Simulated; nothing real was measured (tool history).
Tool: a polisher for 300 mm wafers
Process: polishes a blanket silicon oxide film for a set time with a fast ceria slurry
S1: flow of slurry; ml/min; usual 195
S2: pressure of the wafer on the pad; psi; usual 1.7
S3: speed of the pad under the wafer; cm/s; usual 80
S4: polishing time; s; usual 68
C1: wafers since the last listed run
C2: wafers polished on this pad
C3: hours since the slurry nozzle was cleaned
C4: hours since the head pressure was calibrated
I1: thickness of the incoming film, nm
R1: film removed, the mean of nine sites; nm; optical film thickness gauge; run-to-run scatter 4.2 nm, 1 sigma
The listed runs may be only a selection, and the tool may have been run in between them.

| run | hour | S1 | S2 | S3 | S4 | C1 | C2 | C3 | C4 | I1 | R1 |
|---|---|---|---|---|---|---|---|---|---|---|---|
| 1 | 0.0 | 195 | 1.7 | 80 | 68 | 0 | 6 | 150.8 | 1123.3 | 1575.0 | 417.5 |
| 2 | 6.2 | 195 | 1.7 | 80 | 68 | 74 | 80 | 157.0 | 1129.5 | 1551.1 | 421.5 |
| 3 | 16.2 | 195 | 1.7 | 80 | 68 | 120 | 201 | 167.0 | 1139.5 | 1564.9 | 420.1 |
| 4 | 32.4 | 195 | 1.7 | 80 | 68 | 195 | 396 | 183.2 | 1155.7 | 1574.9 | 411.9 |
| 5 | 49.5 | 195 | 1.7 | 80 | 68 | 205 | 602 | 200.3 | 1172.8 | 1576.2 | 401.4 |
|  | 60.5 | slurry nozzle cleaned |
| 6 | 65.0 | 195 | 1.7 | 80 | 68 | 174 | 776 | 4.5 | 1188.3 | 1579.0 | 400.2 |
| 7 | 115.0 | 195 | 1.7 | 80 | 68 | 602 | 1378 | 54.5 | 1238.3 | 1590.9 | 388.6 |
| 8 | 126.1 | 195 | 1.9 | 80 | 68 | 133 | 1512 | 65.6 | 1249.4 | 1558.0 | 418.5 |
| 9 | 134.7 | 195 | 1.9 | 80 | 68 | 103 | 1615 | 74.2 | 1258.0 | 1606.1 | 412.3 |
|  | 141.7 | worn pad replaced by a new one |
| 10 | 149.5 | 195 | 1.9 | 80 | 68 | 130 | 94 | 89.0 | 1272.8 | 1590.2 | 466.7 |
| 11 | 155.9 | 195 | 1.7 | 80 | 68 | 77 | 171 | 95.4 | 1279.2 | 1597.6 | 417.6 |
| 12 | 171.2 | 195 | 1.7 | 80 | 68 | 184 | 355 | 110.7 | 1294.5 | 1557.6 | 408.8 |
| 13 | 184.2 | 195 | 1.7 | 80 | 68 | 156 | 512 | 123.7 | 1307.5 | 1573.4 | 411.4 |
| 14 | 199.4 | 195 | 1.7 | 80 | 68 | 183 | 695 | 138.9 | 1322.7 | 1547.6 | 396.6 |
| 15 | 215.0 | 195 | 1.7 | 80 | 68 | 187 | 883 | 154.5 | 1338.3 | 1577.6 | 394.1 |
| 16 | 230.2 | 195 | 1.7 | 80 | 68 | 183 | 1066 | 169.7 | 1353.5 | 1600.9 | 398.3 |
|  | 241.2 | head pressure recalibrated |
| 17 | 242.4 | 250 | 2.0 | 56 | 52 | 122 | 1188 | 181.9 | 1.2 | 1580.8 | 252.2 |
|  | 252.2 | worn pad replaced by a new one |
| 18 | 254.7 | 195 | 1.7 | 80 | 68 | 99 | 29 | 194.2 | 13.5 | 1590.4 | 417.5 |
| 19 | 267.9 | 175 | 1.4 | 80 | 86 | 158 | 188 | 207.4 | 26.7 | 1577.3 | 434.2 |
| 20 | 280.4 | 195 | 2.1 | 80 | 68 | 150 | 339 | 219.9 | 39.2 | 1567.5 | 519.0 |
|  | 295.4 | slurry nozzle cleaned |
| 21 | 296.6 | 245 | 1.7 | 80 | 68 | 183 | 522 | 1.2 | 55.4 | 1556.4 | 418.6 |
| 22 | 304.7 | 195 | 1.7 | 80 | 68 | 97 | 619 | 9.3 | 63.5 | 1589.5 | 407.7 |
| 23 | 318.5 | 195 | 1.7 | 80 | 68 | 166 | 785 | 23.1 | 77.3 | 1573.4 | 407.8 |
| 24 | 333.6 | 140 | 1.4 | 80 | 68 | 181 | 967 | 38.2 | 92.4 | 1595.4 | 310.8 |
| 25 | 350.9 | 175 | 1.7 | 80 | 68 | 208 | 1175 | 55.5 | 109.7 | 1585.5 | 385.7 |
|  | 365.2 | worn pad replaced by a new one |
| 26 | 366.9 | 195 | 1.7 | 80 | 68 | 144 | 20 | 71.5 | 125.7 | 1550.2 | 422.9 |
| 27 | 384.1 | 195 | 1.7 | 80 | 68 | 207 | 227 | 88.7 | 142.9 | 1567.3 | 423.6 |
| 28 | 396.0 | 155 | 1.9 | 90 | 88 | 143 | 370 | 100.6 | 154.8 | 1548.8 | 642.2 |
| 29 | 412.1 | 220 | 1.9 | 102 | 59 | 193 | 564 | 116.7 | 170.9 | 1572.4 | 511.8 |
| 30 | 418.7 | 195 | 1.3 | 72 | 68 | 79 | 643 | 123.3 | 177.5 | 1573.7 | 283.5 |
| 31 | 429.9 | 195 | 1.7 | 80 | 46 | 134 | 778 | 134.5 | 188.7 | 1578.9 | 273.9 |
| 32 | 446.6 | 195 | 1.5 | 80 | 68 | 201 | 979 | 151.2 | 205.4 | 1587.6 | 345.6 |
| 33 | 464.2 | 235 | 1.9 | 80 | 77 | 211 | 1191 | 168.8 | 223.0 | 1606.9 | 507.4 |
| 34 | 474.8 | 155 | 1.5 | 64 | 80 | 127 | 1319 | 179.4 | 233.6 | 1588.3 | 319.0 |
| 35 | 486.2 | 195 | 1.7 | 80 | 68 | 137 | 1456 | 190.8 | 245.0 | 1607.0 | 385.9 |
|  | 499.7 | worn pad replaced by a new one |
| 36 | 500.8 | 225 | 1.7 | 80 | 68 | 127 | 13 | 205.4 | 259.6 | 1580.7 | 431.5 |
| 37 | 507.4 | 195 | 1.7 | 80 | 68 | 79 | 93 | 212.0 | 266.2 | 1567.0 | 420.6 |
| 38 | 513.9 | 195 | 2.1 | 58 | 46 | 78 | 171 | 218.5 | 272.7 | 1592.9 | 255.9 |

Selected run-to-run steps in R1, each split into two signed amounts: the part the tool would show with no hidden state at all (from settings, incoming material and random variation), and the remainder, which goes to the hidden state together with any gauge scatter not common to the measured and the hidden-state-free results:
Hidden state at play: removal rate lost through wear of the pad, %; slurry flow missing at the pad, %; deviation of the head's pressure from its setpoint, %.
Run 9 -> 10: worn pad replaced by a new one. R1 +54.4 nm: hidden state +44.5, all else +9.9.
Run 25 -> 26: S1 175 -> 195, worn pad replaced by a new one. R1 +37.2 nm: hidden state +34.1, all else +3.1.
Run 27 -> 28: S1 195 -> 155, S2 1.7 -> 1.9, S3 80 -> 90, S4 68 -> 88. R1 +218.6 nm: hidden state -10.0, all else +228.6.
Run 29 -> 30: S1 220 -> 195, S2 1.9 -> 1.3, S3 102 -> 72, S4 59 -> 68. R1 -228.3 nm: hidden state +7.8, all else -236.1.
Run 33 -> 34: S1 235 -> 155, S2 1.9 -> 1.5, S3 80 -> 64, S4 77 -> 80. R1 -188.4 nm: hidden state +13.1, all else -201.5.
Run 35 -> 36: S1 195 -> 225, worn pad replaced by a new one. R1 +45.6 nm: hidden state +38.7, all else +6.9.
